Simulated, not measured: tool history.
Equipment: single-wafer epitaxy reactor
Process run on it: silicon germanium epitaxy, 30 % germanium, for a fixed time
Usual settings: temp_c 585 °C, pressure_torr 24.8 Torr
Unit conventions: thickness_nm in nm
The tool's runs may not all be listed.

run    hour  temp_c  pressure_torr  read-back reference wafer on the same gauge, thickness_nm  thickness_nm
  1       0     585           24.8                                                     43.009        54.159
  2      54     585           24.8                                                      43.02         54.18
  3   122.6     585           24.8                                                     43.012        54.033
  4   188.9     594           24.8                                                     43.019        62.938
  5   238.2     594           24.8                                                     42.974        63.139
  6   290.8     585           24.8                                                     42.972        54.229
  7   352.5     585           24.8                                                     42.949        54.048
  8   430.6     585           24.8                                                     43.036        53.905
  9   493.5     585           24.8                                                     43.033        54.098
 10   538.3     585           23.2                                                     43.017        52.507
 11   598.3     585           23.2                                                     42.965        52.466
 12   663.6     585           23.2                                                     42.955         52.53
 13   726.3     585           24.8                                                     42.996        52.681
 14   785.8     593           24.8                                                      42.99        60.344
 15   843.7     585           26.8                                                     43.012        54.308
 16   901.1     585           24.8                                                     42.969        52.337
 17    1072     574             19                                                      43.02        37.771
 18  1099.8     598           24.8                                                     42.999        65.246
 19    1159     600           27.6                                                     43.002        72.909
 20  1229.9     585           24.8                                                     42.952        53.562
 21  1291.5     585           20.6                                                     42.975        48.925
 22  1362.8     572           24.8                                                     42.965        42.884
 23  1425.8     571           26.9                                                     43.024         43.61
 24  1486.3     575           22.2                                                     43.047        42.682
 25  1539.9     585           26.8                                                      42.98        55.598
 26  1599.3     592           22.2                                                     42.955        56.884
 27  1667.4     597           28.1                                                     42.975        69.414
 28  1713.7     598           30.7                                                     43.054          73.6
 29  1754.6     573           29.7                                                      42.99         47.31
 30  1802.2     592           24.8                                                     42.986        60.025
 31    1873     585           24.8                                                     43.017        53.464
 32  1929.3     573           26.5                                                     43.005         44.82
 33  1972.2     585           28.9                                                     43.003        57.228
 34    2013     585           28.5                                                     43.017        57.045
 35  2079.6     585           27.8                                                      43.05        56.356

Missing from the log above: 4 entries noted between runs. For each, name the pair of listed runs it sits between and say how the tool's hidden condition differs from the listed run just before to the listed run just after:
Run 12 -> run 13: capacitance manometer re-zeroed and calibrated (hour 687.8)
  wafer temperature above the value expected at the setpoint (K): -0.891 -> -0.962; true pressure above the setpoint (%): 5.18 -> -0.576
  measured minus no-state result, thickness_nm: +0.476 -> -1.024 nm
Run 16 -> run 17: showerhead replaced (hour 1062.3)
  wafer temperature above the value expected at the setpoint (K): -1.16 -> -1.35; true pressure above the setpoint (%): -0.519 -> -0.387
  measured minus no-state result, thickness_nm: -1.183 -> -0.977 nm
Run 18 -> run 19: pyrometer calibrated (hour 1155.5)
  wafer temperature above the value expected at the setpoint (K): -1.38 -> 0.216; true pressure above the setpoint (%): -0.359 -> -0.291
  measured minus no-state result, thickness_nm: -1.636 -> +0.158 nm
Run 19 -> run 20: gauge calibrated (hour 1171.2)
  wafer temperature above the value expected at the setpoint (K): 0.216 -> 0.136; true pressure above the setpoint (%): -0.291 -> -0.198
  measured minus no-state result, thickness_nm: +0.158 -> +0.073 nm
